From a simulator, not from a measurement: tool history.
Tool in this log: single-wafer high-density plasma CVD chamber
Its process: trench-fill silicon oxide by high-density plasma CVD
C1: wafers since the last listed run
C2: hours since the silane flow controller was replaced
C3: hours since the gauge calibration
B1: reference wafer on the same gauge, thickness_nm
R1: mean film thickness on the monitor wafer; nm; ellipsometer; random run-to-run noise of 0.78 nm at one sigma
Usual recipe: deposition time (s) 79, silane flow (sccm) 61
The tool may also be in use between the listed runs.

Run 1, hour 0: usual settings but deposition time (s) 72.4; C1 0; C2 3338.1; C3 186; B1 579.446. Result: R1 480.528 nm.
Run 2, hour 16.3: usual settings but deposition time (s) 72.4; C1 255; C2 3354.4; C3 202.3; B1 579.448. Result: R1 481.974 nm.
Run 3, hour 26: usual settings but deposition time (s) 86.9, silane flow (sccm) 57; C1 152; C2 3364.1; C3 212; B1 579.414. Result: R1 542.244 nm.
Run 4, hour 43.3: usual settings but deposition time (s) 86.9, silane flow (sccm) 57; C1 271; C2 3381.4; C3 229.3; B1 579.618. Result: R1 540.345 nm.
Run 5, hour 55.4: usual settings but deposition time (s) 86.9, silane flow (sccm) 57; C1 189; C2 3393.5; C3 241.4; B1 579.813. Result: R1 542.465 nm.
Run 6, hour 66.8: usual settings; C1 178; C2 3404.9; C3 252.8; B1 579.854. Result: R1 527.828 nm.
Run 7, hour 72.9: usual settings; C1 95; C2 3411; C3 258.9; B1 579.896. Result: R1 524.918 nm.
Run 8, hour 83.7: usual settings but deposition time (s) 75.5; C1 169; C2 3421.8; C3 269.7; B1 579.835. Result: R1 502.495 nm.
Run 9, hour 90.8: usual settings but deposition time (s) 75.5; C1 111; C2 3428.9; C3 276.8; B1 580.238. Result: R1 502.968 nm.
Run 10, hour 102.1: usual settings; C1 177; C2 3440.2; C3 288.1; B1 580.105. Result: R1 525.619 nm.
Run 11, hour 116.2: usual settings but silane flow (sccm) 58; C1 221; C2 3454.3; C3 302.2; B1 580.201. Result: R1 499.862 nm.
Run 12, hour 130.2: usual settings but deposition time (s) 88.4, silane flow (sccm) 55; C1 219; C2 3468.3; C3 316.2; B1 579.912. Result: R1 531.791 nm.
Run 13, hour 139.8: usual settings; C1 150; C2 3477.9; C3 325.8; B1 580.355. Result: R1 527.03 nm.
Run 14, hour 155.9: usual settings but deposition time (s) 72.5; C1 252; C2 3494; C3 341.9; B1 580.202. Result: R1 482.715 nm.
Run 15, hour 169.3: usual settings but silane flow (sccm) 54; C1 210; C2 3507.4; C3 355.3; B1 580.348. Result: R1 466.475 nm.
Run 16, hour 187.3: usual settings; C1 282; C2 3525.4; C3 373.3; B1 580.349. Result: R1 526.368 nm.
Run 17, hour 197: usual settings but deposition time (s) 71.5, silane flow (sccm) 73; C1 152; C2 3535.1; C3 383; B1 580.594. Result: R1 569.736 nm.
Run 18, hour 206.3: usual settings but deposition time (s) 73.8, silane flow (sccm) 69; C1 145; C2 3544.4; C3 392.3; B1 580.334. Result: R1 557.535 nm.
At hour 215.1: gauge calibrated.
At hour 223.7: silane flow controller replaced.
Run 19, hour 224.2: usual settings but deposition time (s) 74.4, silane flow (sccm) 53; C1 155; C2 0.5; C3 9.1; B1 575.293. Result: R1 427.822 nm.
Run 20, hour 230.9: usual settings but silane flow (sccm) 53; C1 105; C2 7.2; C3 15.8; B1 575.564. Result: R1 453.922 nm.
Run 21, hour 238.6: usual settings but deposition time (s) 66.3, silane flow (sccm) 58; C1 120; C2 14.9; C3 23.5; B1 575.704. Result: R1 416.865 nm.
Run 22, hour 252.9: usual settings but deposition time (s) 69.3; C1 224; C2 29.2; C3 37.8; B1 576.396. Result: R1 458.614 nm.
Run 23, hour 266.9: usual settings but silane flow (sccm) 65; C1 219; C2 43.2; C3 51.8; B1 576.675. Result: R1 558.074 nm.
Run 24, hour 278.7: usual settings; C1 185; C2 55; C3 63.6; B1 577.056. Result: R1 522.8 nm.
Run 25, hour 325.8: usual settings; C1 739; C2 102.1; C3 110.7; B1 578.267. Result: R1 526.05 nm.

Alternative continuations, all from the tool just after run 25; predict every row:
Run A, hour 326.2: usual settings but deposition time (s) 86.7; C1 6; C2 102.5; C3 111.1; B1 ?. Result: R1 ?.
Run B, hour 326.2: usual settings but silane flow (sccm) 57; C1 6; C2 102.5; C3 111.1; B1 ?. Result: R1 ?.
Run C, hour 326.2: usual settings but deposition time (s) 74.7, silane flow (sccm) 57; C1 6; C2 102.5; C3 111.1; B1 ?. Result: R1 ?.
Run D, hour 326.2: usual settings but deposition time (s) 71, silane flow (sccm) 56; C1 6; C2 102.5; C3 111.1; B1 ?. Result: R1 ?.

run       B1       R1
  A  578.332  575.581
  B  578.332  490.072
  C  578.332  463.397
  D  578.332  432.717
Without the tool's hidden state the same runs would have given:
run       R1
  A  572.318
  B  487.293
  C   460.77
  D  430.264
